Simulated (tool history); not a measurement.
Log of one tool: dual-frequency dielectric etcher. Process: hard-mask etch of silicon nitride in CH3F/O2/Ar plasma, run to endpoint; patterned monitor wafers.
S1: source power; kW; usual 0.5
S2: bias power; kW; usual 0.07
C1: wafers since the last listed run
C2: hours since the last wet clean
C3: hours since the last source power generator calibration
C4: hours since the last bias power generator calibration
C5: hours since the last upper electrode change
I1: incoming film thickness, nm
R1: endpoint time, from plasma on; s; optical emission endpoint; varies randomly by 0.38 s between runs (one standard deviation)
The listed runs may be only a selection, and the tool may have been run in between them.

Run 1, day 0: usual settings; C1 0; C2 333.6; C3 1455; C4 1261.5; C5 1942.7; I1 37.73. Result: R1 54.4 s.
Run 2, day 2.329: usual settings; C1 708; C2 389.5; C3 1510.9; C4 1317.4; C5 1998.6; I1 37.9. Result: R1 55.1 s.
Run 3, day 3.379: usual settings; C1 319; C2 414.7; C3 1536.1; C4 1342.6; C5 2023.8; I1 37.46. Result: R1 54.7 s.
At day 6.296: wet clean of the chamber.
Run 4, day 12.071: usual settings but S1 0.54 kW, S2 0.08 kW; C1 2340; C2 138.6; C3 1744.7; C4 1551.2; C5 2232.4; I1 37.66. Result: R1 48.7 s.
Run 5, day 13.75: usual settings but S1 0.54 kW, S2 0.08 kW; C1 510; C2 178.9; C3 1785; C4 1591.5; C5 2272.7; I1 37.86. Result: R1 50.6 s.
Run 6, day 16.733: usual settings; C1 907; C2 250.5; C3 1856.6; C4 1663.1; C5 2344.3; I1 37.77. Result: R1 54.9 s.
Run 7, day 18.692: usual settings; C1 595; C2 297.5; C3 1903.6; C4 1710.1; C5 2391.3; I1 37.59. Result: R1 54.7 s.
Run 8, day 20.017: usual settings; C1 403; C2 329.3; C3 1935.4; C4 1741.9; C5 2423.1; I1 37.44. Result: R1 54.6 s.
Run 9, day 21.996: usual settings but S1 0.45 kW, S2 0.075 kW; C1 602; C2 376.8; C3 1982.9; C4 1789.4; C5 2470.6; I1 37.6. Result: R1 55.5 s.
Run 10, day 24.804: usual settings; C1 854; C2 444.2; C3 2050.3; C4 1856.8; C5 2538; I1 37.38. Result: R1 54.6 s.
At day 26.625: wet clean of the chamber.
Run 11, day 27.296: usual settings; C1 453; C2 16.1; C3 2110.1; C4 1916.6; C5 2597.8; I1 37.8. Result: R1 52.7 s.
Run 12, day 28.338: usual settings; C1 316; C2 41.1; C3 2135.1; C4 1941.6; C5 2622.8; I1 37.91. Result: R1 54 s.
Run 13, day 30.917: usual settings but S1 0.47 kW; C1 784; C2 103; C3 2197; C4 2003.5; C5 2684.7; I1 37.18. Result: R1 53.9 s.
At day 34.446: upper electrode replaced.
Run 14, day 34.467: usual settings but S2 0.059 kW; C1 775; C2 188.2; C3 2282.2; C4 2088.7; C5 0.5; I1 37.51. Result: R1 57.1 s.
Run 15, day 35.196: usual settings; C1 221; C2 205.7; C3 2299.7; C4 2106.2; C5 18; I1 37.1. Result: R1 52.4 s.
Run 16, day 37.842: usual settings; C1 805; C2 269.2; C3 2363.2; C4 2169.7; C5 81.5; I1 37.65. Result: R1 53.7 s.
Run 17, day 38.983: usual settings but S2 0.062 kW; C1 347; C2 296.6; C3 2390.6; C4 2197.1; C5 108.9; I1 38.09. Result: R1 57.9 s.
Run 18, day 41.467: usual settings; C1 755; C2 356.2; C3 2450.2; C4 2256.7; C5 168.5; I1 37.66. Result: R1 54.9 s.
At day 42.708: source power generator calibrated.
Run 19, day 43.221: usual settings but S1 0.42 kW, S2 0.087 kW; C1 483; C2 398.3; C3 12.3; C4 2298.8; C5 210.6; I1 37.83. Result: R1 55 s.
At day 43.471: bias power generator calibrated.
Run 20, day 44.354: usual settings but S2 0.078 kW; C1 294; C2 425.5; C3 39.5; C4 21.2; C5 237.8; I1 37.6. Result: R1 52.8 s.
Run 21, day 46.979: usual settings but S1 0.54 kW, S2 0.086 kW; C1 798; C2 488.5; C3 102.5; C4 84.2; C5 300.8; I1 37.95. Result: R1 50.8 s.

The next listed run, before its measurement:
At day 49.746: wet clean of the chamber.
Run 22, day 55.525: usual settings but S1 0.45 kW, S2 0.064 kW; C1 2296; C2 138.7; C3 307.6; C4 289.3; C5 505.9; I1 37.58. Result: R1 ?.

R1: 57.9 s
Without the tool's hidden state the same run would have given R1 57 s.

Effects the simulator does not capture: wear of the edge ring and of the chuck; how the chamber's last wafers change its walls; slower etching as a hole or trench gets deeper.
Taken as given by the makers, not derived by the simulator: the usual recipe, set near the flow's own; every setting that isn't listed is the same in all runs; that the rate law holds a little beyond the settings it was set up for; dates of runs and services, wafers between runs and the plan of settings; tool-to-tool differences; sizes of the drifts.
